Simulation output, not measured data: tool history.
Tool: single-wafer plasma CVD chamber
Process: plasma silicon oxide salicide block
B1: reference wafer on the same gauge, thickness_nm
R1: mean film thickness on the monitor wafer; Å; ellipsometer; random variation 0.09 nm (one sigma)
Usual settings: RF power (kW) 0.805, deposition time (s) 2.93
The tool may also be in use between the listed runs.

{"run": 1, "hour": 0.0, "RF power (kW)": 0.805, "deposition time (s)": 2.93, "B1": 36.9, "R1": 357.99}
{"run": 2, "hour": 14.1, "RF power (kW)": 0.695, "deposition time (s)": 2.93, "B1": 36.858, "R1": 340.85}
{"run": 3, "hour": 30.8, "RF power (kW)": 0.695, "deposition time (s)": 2.93, "B1": 36.847, "R1": 340.64}
{"run": 4, "hour": 43.9, "RF power (kW)": 0.695, "deposition time (s)": 2.93, "B1": 36.924, "R1": 339.21}
{"run": 5, "hour": 75.5, "RF power (kW)": 0.745, "deposition time (s)": 2.51, "B1": 36.856, "R1": 298.27}
{"run": 6, "hour": 102.1, "RF power (kW)": 0.745, "deposition time (s)": 2.51, "B1": 36.865, "R1": 298.7}
{"run": 7, "hour": 131.2, "RF power (kW)": 0.745, "deposition time (s)": 2.51, "B1": 36.882, "R1": 298.69}
{"run": 8, "hour": 166.7, "RF power (kW)": 0.805, "deposition time (s)": 2.93, "B1": 36.913, "R1": 358.27}
{"run": 9, "hour": 182.7, "RF power (kW)": 0.805, "deposition time (s)": 2.93, "B1": 36.888, "R1": 357.56}
{"run": 10, "hour": 195.2, "RF power (kW)": 0.805, "deposition time (s)": 3.26, "B1": 36.916, "R1": 395.71}
{"run": 11, "hour": 229.5, "RF power (kW)": 0.805, "deposition time (s)": 3.26, "B1": 36.923, "R1": 395.16}
{"run": 12, "hour": 248.7, "RF power (kW)": 0.805, "deposition time (s)": 3.26, "B1": 36.886, "R1": 397.34}
{"run": 13, "hour": 276.8, "RF power (kW)": 0.68, "deposition time (s)": 3.11, "B1": 36.867, "R1": 359.92}
{"run": 14, "hour": 289.7, "RF power (kW)": 0.87, "deposition time (s)": 3.15, "B1": 36.885, "R1": 393.68}
{"run": 15, "hour": 316.3, "RF power (kW)": 0.805, "deposition time (s)": 3.17, "B1": 36.917, "R1": 386.02}
{"run": 16, "hour": 332.1, "RF power (kW)": 0.805, "deposition time (s)": 2.93, "B1": 36.872, "R1": 357.13}
{"run": 17, "hour": 346.8, "RF power (kW)": 0.805, "deposition time (s)": 2.93, "B1": 36.896, "R1": 355.89}
{"run": 18, "hour": 370.8, "RF power (kW)": 0.86, "deposition time (s)": 2.68, "B1": 36.893, "R1": 332.77}
{"run": 19, "hour": 392.5, "RF power (kW)": 0.805, "deposition time (s)": 2.93, "B1": 36.892, "R1": 356.53}
{"run": 20, "hour": 416.2, "RF power (kW)": 0.805, "deposition time (s)": 2.93, "B1": 36.913, "R1": 356.72}
{"run": 21, "hour": 433.4, "RF power (kW)": 0.89, "deposition time (s)": 2.51, "B1": 36.9, "R1": 316.27}
{"run": 22, "hour": 448.8, "RF power (kW)": 0.805, "deposition time (s)": 3.13, "B1": 36.901, "R1": 379.14}
{"run": 23, "hour": 469.8, "RF power (kW)": 0.91, "deposition time (s)": 2.37, "B1": 36.902, "R1": 301.91}
{"run": 24, "hour": 504.0, "RF power (kW)": 0.94, "deposition time (s)": 2.93, "B1": 36.895, "R1": 375.48}
{"run": 25, "hour": 516.2, "RF power (kW)": 0.945, "deposition time (s)": 2.53, "B1": 36.899, "R1": 324.77}
{"run": 26, "hour": 531.1, "RF power (kW)": 0.73, "deposition time (s)": 2.61, "B1": 36.925, "R1": 308.31}
{"run": 27, "hour": 559.2, "RF power (kW)": 0.905, "deposition time (s)": 3.27, "B1": 36.867, "R1": 413}

Not shown: 3 entries that the log had between the listed runs. Between which runs, and how does the tool's hidden state differ before and after?
Between runs 11 and 12: RF generator calibrated (hour 246.1); showerhead replaced (hour 248.2)
  no hidden state differs between the two runs
Between runs 14 and 15: gauge calibrated (hour 300.4)
  no hidden state differs between the two runs
